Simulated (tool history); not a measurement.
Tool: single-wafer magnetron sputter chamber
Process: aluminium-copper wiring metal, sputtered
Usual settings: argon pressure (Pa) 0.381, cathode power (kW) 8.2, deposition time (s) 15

run   hour  argon pressure (Pa)  cathode power (kW)  deposition time (s)  read-back reference wafer on the same gauge, thickness_nm  mean film thickness on the monitor wafer (nm)
  1      0                0.334                 8.2                   15                                                    218.989                                        223.067
  2   17.8                0.334                 8.2                   15                                                    218.974                                        222.412
  3   32.5                0.334                 8.2                   15                                                    218.841                                        220.115
      34.6  -- gauge calibrated
  4   45.5                0.381                 8.2                   15                                                        219                                        212.676
  5   58.6                0.381                 8.2                   15                                                    219.033                                        211.571
  6   65.6                0.381                 8.2                   15                                                    218.924                                        210.733
      85.8  -- sputter target and shields replaced
  7   86.3                0.381                 8.2                   15                                                    219.134                                        221.428
  8   94.9                0.428                7.15                 13.4                                                    218.764                                        166.249
  9  102.3                0.531                 8.2                 12.9                                                    219.009                                        170.367
     136.9  -- capacitance manometer re-zeroed and calibrated
     152.9  -- gauge calibrated
     155.9  -- magnet pack replaced
 10  156.4                0.381                 8.2                   15                                                    218.958                                        216.668
 11  159.5                0.381                 8.2                 13.6                                                    219.249                                        196.445
 12  171.3                0.381                9.15                   15                                                    219.041                                        240.938
 13  183.7                0.381                 8.2                 13.6                                                    219.219                                        195.374
 14  195.4                0.495                 8.8                 17.2                                                    218.969                                        243.473

The same runs without the tool's hidden state, with the same run-to-run variation:
The hidden state here: deposition rate above that of a new target (%); true argon pressure above the setpoint (%); gauge reads high (%).
run  mean film thickness on the monitor wafer (nm)
  1                                        230.146
  2                                        230.566
  3                                        229.088
  4                                        222.122
  5                                        221.752
  6                                        221.293
  7                                        222.069
  8                                        167.103
  9                                        171.571
 10                                        221.317
 11                                        200.825
 12                                        247.081
 13                                        201.016
 14                                        251.286

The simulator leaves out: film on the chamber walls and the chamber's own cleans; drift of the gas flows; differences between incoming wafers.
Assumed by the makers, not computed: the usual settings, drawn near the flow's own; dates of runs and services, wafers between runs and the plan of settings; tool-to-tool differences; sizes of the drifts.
